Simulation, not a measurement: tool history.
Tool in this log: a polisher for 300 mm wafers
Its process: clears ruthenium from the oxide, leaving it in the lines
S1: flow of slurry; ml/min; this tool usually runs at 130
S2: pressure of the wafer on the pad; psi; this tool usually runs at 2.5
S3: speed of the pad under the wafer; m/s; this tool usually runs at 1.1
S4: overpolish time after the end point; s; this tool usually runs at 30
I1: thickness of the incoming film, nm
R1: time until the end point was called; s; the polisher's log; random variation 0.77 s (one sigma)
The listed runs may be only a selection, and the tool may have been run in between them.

run   hour   S1   S2    S3  S4     I1     R1
  1      0  130  2.5   1.1  30  121.1   70.2
  2   28.3  130  2.5   1.1  30    119   67.5
  3  125.6  130  2.5   1.1  30  119.1   67.3
  4  141.1  130  2.9  1.26  30  120.3   56.4
  5  171.6  130  2.9  1.26  30  120.3   56.3
  6  199.7  145  2.5   1.1  30  118.2   69.9
  7  251.5  145  2.5   1.1  30  121.2   69.4
  8  279.1  145  2.5   1.1  30  118.3   67.8
  9  332.1  130  2.5   1.1  30  119.2   76.6
 10  356.1  130  2.5   1.1  30    120   77.1
 11  371.2  130  3.2   1.1  30  120.1   69.2
 12  392.4   95  3.3  0.72  46    119  102.8
 13  428.1  165  2.5   1.1  30  119.7   64.4
 14  441.4  105  1.9   1.1  23  120.4   80.4
 15  454.4  145  2.5   1.1  30  119.8   67.6
 16  475.6   85  1.6  0.96  36    121  101.7
 17  491.7   95  2.5  0.98  30    119     81
 18  524.8  130    3   1.1  12  121.4   62.3
 19  544.8  170  2.5   1.1  30  119.8   64.3
 20  575.3  130  2.5   1.1  30  119.5   68.7
 21  608.8  155  3.1  0.74  20  121.2   76.8

Not shown: 7 entries that the log had between the listed runs. Between which runs, and how does the tool's hidden state differ before and after?
Between runs 2 and 3: worn pad replaced by a new one (hour 47.8)
  slurry flow missing at the pad, %: 16.7 -> 23.6
  the result without the hidden state subtracted from the measured one, R1: +1.5 -> +2.2 s
Between runs 4 and 5: worn pad replaced by a new one (hour 165)
  slurry flow missing at the pad, %: 24.7 -> 26.9
  the result without the hidden state subtracted from the measured one, R1: +1.9 -> +2.1 s
Between runs 7 and 8: head pressure recalibrated (hour 263.9)
  slurry flow missing at the pad, %: 32.5 -> 34.5
  the result without the hidden state subtracted from the measured one, R1: +3.1 -> +3.3 s
Between runs 8 and 9: worn pad replaced by a new one, of another model than before (hour 301.6)
  slurry flow missing at the pad, %: 34.5 -> 38.2
  the result without the hidden state subtracted from the measured one, R1: +3.3 -> +9.7 s
Between runs 12 and 13: slurry nozzle cleaned (hour 401.1); worn pad replaced by a new one (hour 418.1)
  slurry flow missing at the pad, %: 42.5 -> 3.3
  the result without the hidden state subtracted from the measured one, R1: +20 -> +0.4 s
Between runs 18 and 19: worn pad replaced by a new one (hour 539.3)
  slurry flow missing at the pad, %: 10.1 -> 11.6
  the result without the hidden state subtracted from the measured one, R1: +1.5 -> +1.4 s
